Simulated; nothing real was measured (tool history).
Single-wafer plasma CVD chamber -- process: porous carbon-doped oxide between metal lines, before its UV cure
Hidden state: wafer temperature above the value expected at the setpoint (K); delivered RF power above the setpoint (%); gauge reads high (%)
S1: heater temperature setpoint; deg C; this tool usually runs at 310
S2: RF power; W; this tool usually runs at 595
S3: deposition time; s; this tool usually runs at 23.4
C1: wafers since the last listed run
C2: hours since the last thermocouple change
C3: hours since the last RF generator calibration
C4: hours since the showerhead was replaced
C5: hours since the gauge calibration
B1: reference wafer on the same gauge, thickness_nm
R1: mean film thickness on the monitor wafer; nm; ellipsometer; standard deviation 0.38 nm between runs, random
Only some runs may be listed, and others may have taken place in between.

run 1 hour=0.0 | S1=310 S2=555 S3=23.4 | C1=0 C2=506.4 C3=296.8 C4=3907.2 C5=1718.1 | B1=121.995 | R1=127.596
run 2 hour=86.8 | S1=310 S2=555 S3=23.4 | C1=1519 C2=593.2 C3=383.6 C4=3994.0 C5=1804.9 | B1=122.026 | R1=127.706
run 3 hour=152.7 | S1=310 S2=555 S3=23.4 | C1=1153 C2=659.1 C3=449.5 C4=4059.9 C5=1870.8 | B1=121.993 | R1=128.211
run 4 hour=238.8 | S1=310 S2=595 S3=23.4 | C1=1507 C2=745.2 C3=535.6 C4=4146.0 C5=1956.9 | B1=121.971 | R1=133.331
run 5 hour=345.6 | S1=310 S2=595 S3=23.4 | C1=1869 C2=852.0 C3=642.4 C4=4252.8 C5=2063.7 | B1=121.993 | R1=133.065
run 6 hour=403.3 | S1=310 S2=595 S3=23.4 | C1=1010 C2=909.7 C3=700.1 C4=4310.5 C5=2121.4 | B1=121.951 | R1=132.971
run 7 hour=485.8 | S1=310 S2=595 S3=23.4 | C1=1444 C2=992.2 C3=782.6 C4=4393.0 C5=2203.9 | B1=121.966 | R1=132.618
run 8 hour=588.3 | S1=310 S2=595 S3=23.4 | C1=1794 C2=1094.7 C3=885.1 C4=4495.5 C5=2306.4 | B1=122.016 | R1=132.669
run 9 hour=665.7 | S1=310 S2=625 S3=23.4 | C1=1355 C2=1172.1 C3=962.5 C4=4572.9 C5=2383.8 | B1=121.985 | R1=135.592
run 10 hour=727.5 | S1=310 S2=625 S3=23.4 | C1=1082 C2=1233.9 C3=1024.3 C4=4634.7 C5=2445.6 | B1=122.019 | R1=135.469
run 11 hour=775.8 | S1=304 S2=595 S3=23.4 | C1=845 C2=1282.2 C3=1072.6 C4=4683.0 C5=2493.9 | B1=121.939 | R1=136.833
-- hour=811.6 showerhead replaced
run 12 hour=836.7 | S1=297 S2=595 S3=22.1 | C1=926 C2=1343.1 C3=1133.5 C4=25.1 C5=2554.8 | B1=121.985 | R1=134.076
-- hour=854.8 thermocouple changed; heater temperature recalibrated
run 13 hour=942.4 | S1=310 S2=595 S3=23.4 | C1=1710 C2=87.6 C3=1239.2 C4=130.8 C5=2660.5 | B1=121.947 | R1=131.403
run 14 hour=979.0 | S1=317 S2=680 S3=22.0 | C1=640 C2=124.2 C3=1275.8 C4=167.4 C5=2697.1 | B1=121.982 | R1=127.139
run 15 hour=1061.4 | S1=300 S2=480 S3=25.8 | C1=1442 C2=206.6 C3=1358.2 C4=249.8 C5=2779.5 | B1=122.087 | R1=134.425
run 16 hour=1148.2 | S1=319 S2=675 S3=25.9 | C1=1519 C2=293.4 C3=1445.0 C4=336.6 C5=2866.3 | B1=121.967 | R1=147.511
run 17 hour=1244.1 | S1=325 S2=645 S3=23.4 | C1=1679 C2=389.3 C3=1540.9 C4=432.5 C5=2962.2 | B1=122.031 | R1=126.671
-- hour=1245.0 gauge calibrated
run 18 hour=1311.6 | S1=299 S2=595 S3=23.4 | C1=1181 C2=456.8 C3=1608.4 C4=500.0 C5=66.6 | B1=122.032 | R1=138.537
run 19 hour=1358.3 | S1=310 S2=555 S3=23.4 | C1=817 C2=503.5 C3=1655.1 C4=546.7 C5=113.3 | B1=122.025 | R1=125.664
run 20 hour=1408.5 | S1=310 S2=595 S3=23.4 | C1=878 C2=553.7 C3=1705.3 C4=596.9 C5=163.5 | B1=121.969 | R1=130.724
run 21 hour=1460.5 | S1=310 S2=680 S3=19.4 | C1=910 C2=605.7 C3=1757.3 C4=648.9 C5=215.5 | B1=121.890 | R1=117.733
run 22 hour=1521.2 | S1=304 S2=490 S3=21.0 | C1=1062 C2=666.4 C3=1818.0 C4=709.6 C5=276.2 | B1=121.956 | R1=109.433
-- hour=1543.0 RF generator calibrated
run 23 hour=1601.1 | S1=316 S2=690 S3=23.4 | C1=1258 C2=746.3 C3=58.1 C4=789.5 C5=356.1 | B1=121.920 | R1=141.328
run 24 hour=1638.5 | S1=322 S2=595 S3=23.4 | C1=654 C2=783.7 C3=95.5 C4=826.9 C5=393.5 | B1=122.029 | R1=125.434

The next listed run, before its measurement:
run 25 hour=1684.7 | S1=305 S2=700 S3=21.2 | C1=808 C2=829.9 C3=141.7 C4=873.1 C5=439.7 | B1=? | R1=?

{"run 25": {"B1": 122.018, "R1": 137.166}}
The same run, on a tool lacking any hidden state, would have yielded R1 136.282 nm.

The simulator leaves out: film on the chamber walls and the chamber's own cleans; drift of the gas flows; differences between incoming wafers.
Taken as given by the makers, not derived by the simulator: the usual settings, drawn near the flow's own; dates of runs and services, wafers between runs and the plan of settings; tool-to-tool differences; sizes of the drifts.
